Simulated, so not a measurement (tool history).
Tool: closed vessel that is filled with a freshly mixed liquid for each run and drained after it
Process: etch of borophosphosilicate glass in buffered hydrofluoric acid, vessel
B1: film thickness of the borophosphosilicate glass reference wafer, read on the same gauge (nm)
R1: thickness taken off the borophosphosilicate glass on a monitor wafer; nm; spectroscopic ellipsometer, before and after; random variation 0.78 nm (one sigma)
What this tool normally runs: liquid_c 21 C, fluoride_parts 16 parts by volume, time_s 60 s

{"run": 1, "hour": 0.0, "liquid_c": 21, "fluoride_parts": 16, "time_s": 70, "B1": 30, "R1": 113.32}
{"run": 2, "hour": 13.6, "liquid_c": 21, "fluoride_parts": 16, "time_s": 45, "B1": 30, "R1": 72.87}
{"run": 3, "hour": 47.0, "liquid_c": 21, "fluoride_parts": 13.5, "time_s": 60, "B1": 30, "R1": 115.82}
{"run": 4, "hour": 83.8, "liquid_c": 21, "fluoride_parts": 13.5, "time_s": 60, "B1": 30.01, "R1": 115.44}
{"run": 5, "hour": 101.5, "liquid_c": 21, "fluoride_parts": 16, "time_s": 60, "B1": 29.99, "R1": 98.51}
{"run": 6, "hour": 115.2, "liquid_c": 21, "fluoride_parts": 16, "time_s": 60, "B1": 30.01, "R1": 96.91}
{"run": 7, "hour": 128.3, "liquid_c": 21, "fluoride_parts": 16, "time_s": 60, "B1": 30.01, "R1": 97.09}
{"run": 8, "hour": 138.4, "liquid_c": 21, "fluoride_parts": 16, "time_s": 60, "B1": 30.02, "R1": 97.15}
{"run": 9, "hour": 154.5, "liquid_c": 21, "fluoride_parts": 16, "time_s": 60, "B1": 30, "R1": 96.31}
{"run": 10, "hour": 163.1, "liquid_c": 21, "fluoride_parts": 16, "time_s": 60, "B1": 30, "R1": 97.84}
{"run": 11, "hour": 173.1, "liquid_c": 21, "fluoride_parts": 16, "time_s": 60, "B1": 30.01, "R1": 98.2}
{"run": 12, "hour": 190.7, "liquid_c": 21, "fluoride_parts": 16, "time_s": 60, "B1": 30, "R1": 97.63}
{"run": 13, "hour": 199.7, "liquid_c": 24.5, "fluoride_parts": 16, "time_s": 60, "B1": 30.01, "R1": 120.18}
{"run": 14, "hour": 211.6, "liquid_c": 24.5, "fluoride_parts": 16, "time_s": 60, "B1": 30, "R1": 117.6}
{"run": 15, "hour": 225.6, "liquid_c": 24.5, "fluoride_parts": 16, "time_s": 60, "B1": 30, "R1": 117.55}
{"run": 16, "hour": 234.2, "liquid_c": 23.5, "fluoride_parts": 16, "time_s": 60, "B1": 30.01, "R1": 110.96}
{"run": 17, "hour": 250.9, "liquid_c": 21, "fluoride_parts": 18, "time_s": 30, "B1": 30, "R1": 43.45}
{"run": 18, "hour": 262.8, "liquid_c": 18, "fluoride_parts": 16, "time_s": 60, "B1": 29.99, "R1": 81.93}
{"run": 19, "hour": 275.5, "liquid_c": 18, "fluoride_parts": 14, "time_s": 75, "B1": 30, "R1": 117.24}
{"run": 20, "hour": 285.5, "liquid_c": 23, "fluoride_parts": 11.5, "time_s": 60, "B1": 30.01, "R1": 150.96}
{"run": 21, "hour": 302.1, "liquid_c": 21, "fluoride_parts": 13, "time_s": 60, "B1": 30.01, "R1": 119.42}
{"hour": 340.6, "done": "hydrofluoric acid flow meter replaced"}
{"hour": 340.8, "done": "gauge calibrated"}
{"run": 22, "hour": 348.7, "liquid_c": 21, "fluoride_parts": 21.5, "time_s": 60, "B1": 29.98, "R1": 73.69}
{"run": 23, "hour": 360.7, "liquid_c": 17, "fluoride_parts": 17.5, "time_s": 35, "B1": 30, "R1": 41.63}

Run 24 has not been measured yet. What should we expect?
{"run": 24, "hour": 371.2, "liquid_c": 21, "fluoride_parts": 16, "time_s": 60, "B1": "?", "R1": "?"}

B1: 29.99
R1: 96.58 nm
If the tool had no hidden condition, the same run with the same run-to-run variation would have returned R1 96.58 nm.
